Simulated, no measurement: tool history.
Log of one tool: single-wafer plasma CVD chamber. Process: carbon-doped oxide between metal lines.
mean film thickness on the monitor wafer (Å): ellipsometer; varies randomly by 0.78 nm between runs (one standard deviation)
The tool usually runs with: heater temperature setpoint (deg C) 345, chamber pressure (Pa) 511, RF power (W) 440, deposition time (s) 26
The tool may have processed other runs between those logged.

run	hour	heater temperature setpoint (deg C)	chamber pressure (Pa)	RF power (W)	deposition time (s)	read-back reference wafer on the same gauge, thickness_nm	mean film thickness on the monitor wafer (Å)
1	0	345	511	440	26	131.963	1279.57
2	37	345	511	440	26	132.097	1286.41
3	67.9	345	511	440	26	132.31	1288.81
4	87.6	345	601	470	26	131.823	1400.49
5	121.8	345	511	440	26	132.053	1297.09
6	152.2	345	511	440	23.3	131.611	1144.65
7	182.5	345	433	440	21.3	132.028	1034.93
8	212.2	345	511	440	23.6	132.17	1174.82
9	233.2	345	511	440	26	132.088	1279.52
10	251.4	345	433	440	26	131.845	1261.66
11	271.1	345	431	400	26	132.454	1145.27
12	298.5	352	475	505	27.9	132.012	1513.71
13	318.2	338	511	440	28.5	131.832	1438.9
14	351	356	511	465	21.8	131.862	1107.98
15	385.1	345	424	475	26	132.055	1443.95
16	409.4	345	511	440	26	131.964	1385.14
17	423.8	345	436	440	29.6	131.814	1548.95
18	444.3	332	479	520	26	132.198	1665.77
19	500.5	345	511	440	26	131.876	1374.9
20	524.2	359	511	470	26	132.136	1395.47
21	556.2	354	431	440	26	132.026	1311.37
22	580.4	345	511	440	26	131.746	1367.55
23	594.9	337	511	440	26	132.028	1404.84
24	618.8	352	511	440	26	132.071	1336.5
25	650.9	337	623	415	26	132.154	1358.1
26	676.6	345	599	440	26	131.922	1383.85
27	692.3	335	511	440	23.6	132.074	1275.3
28	727.3	345	511	440	26	131.929	1333.83

Not shown: 4 entries that the log had between the listed runs. Between which runs, and how does the tool's hidden state differ before and after?
Logged between run 4 and run 5: showerhead replaced (hour 120.7)
  delivered RF power above the setpoint (%): -8.32 -> -8.35
  the result without the hidden state subtracted from the measured one, mean film thickness on the monitor wafer (Å): -116.9 -> -116.09
Logged between run 5 and run 6: capacitance manometer re-zeroed and calibrated (hour 144.4)
  delivered RF power above the setpoint (%): -8.35 -> -8.36
  the result without the hidden state subtracted from the measured one, mean film thickness on the monitor wafer (Å): -116.09 -> -102.69
Logged between run 14 and run 15: gauge calibrated (hour 363); RF generator calibrated (hour 373.2)
  delivered RF power above the setpoint (%): -8.47 -> -0.964
  the result without the hidden state subtracted from the measured one, mean film thickness on the monitor wafer (Å): -95.99 -> -11.79
